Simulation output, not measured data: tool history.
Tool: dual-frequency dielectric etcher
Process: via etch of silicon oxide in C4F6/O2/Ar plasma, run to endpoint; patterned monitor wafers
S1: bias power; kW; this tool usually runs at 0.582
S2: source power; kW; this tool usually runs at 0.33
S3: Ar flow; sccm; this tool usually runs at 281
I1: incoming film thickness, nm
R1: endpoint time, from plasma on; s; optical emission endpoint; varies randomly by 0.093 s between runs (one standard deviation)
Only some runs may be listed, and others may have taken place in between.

run	day	S1	S2	S3	I1	R1
1	0	0.624	0.31	281	102.6	23.1
2	0.375	0.624	0.31	281	103.2	23.2
3	0.796	0.624	0.31	281	103.1	23.4
4	1.383	0.582	0.33	281	102.4	23.1
5	1.854	0.582	0.33	281	102.7	23.2
# day 3.121: wet clean of the chamber
# day 3.662: upper electrode replaced
6	3.683	0.582	0.33	281	101.9	22.9
7	3.7	0.582	0.33	281	102.1	23
8	3.712	0.582	0.33	281	102.6	23.1
9	4.004	0.582	0.33	281	103.4	23.2
10	4.408	0.582	0.33	281	102.4	23
11	4.712	0.582	0.33	281	102.8	23.3
12	5.079	0.683	0.33	346	101.7	22.3
# day 5.254: source power generator calibrated
13	5.367	0.582	0.33	281	102.8	23.2
14	5.725	0.582	0.38	338	101.4	22.2
# day 6.104: bias power generator calibrated
15	6.125	0.582	0.39	299	101.4	21.7
16	6.542	0.522	0.3	218	101.9	23.7
17	6.871	0.582	0.33	281	101.7	23
# day 7.471: Ar flow controller replaced
18	7.492	0.582	0.33	281	102	23.1
19	7.946	0.582	0.33	263	102.7	23.1
20	8.446	0.582	0.3	319	102.3	24.5
21	9.104	0.582	0.33	281	101.6	22.9
22	9.362	0.639	0.33	351	102.4	23.1

Predict each of these 3 candidate next runs independently; none follows another, all start after run 22:
A	9.379	0.582	0.38	281	102.4	?
B	9.379	0.494	0.33	281	102.4	?
C	9.379	0.488	0.33	305	102.4	?

run	R1
A	21.8
B	24.3
C	24.6
Take away the tool's hidden state, keep each run's random variation, and the runs would have read:
run	R1
A	21.8
B	24.3
C	24.6
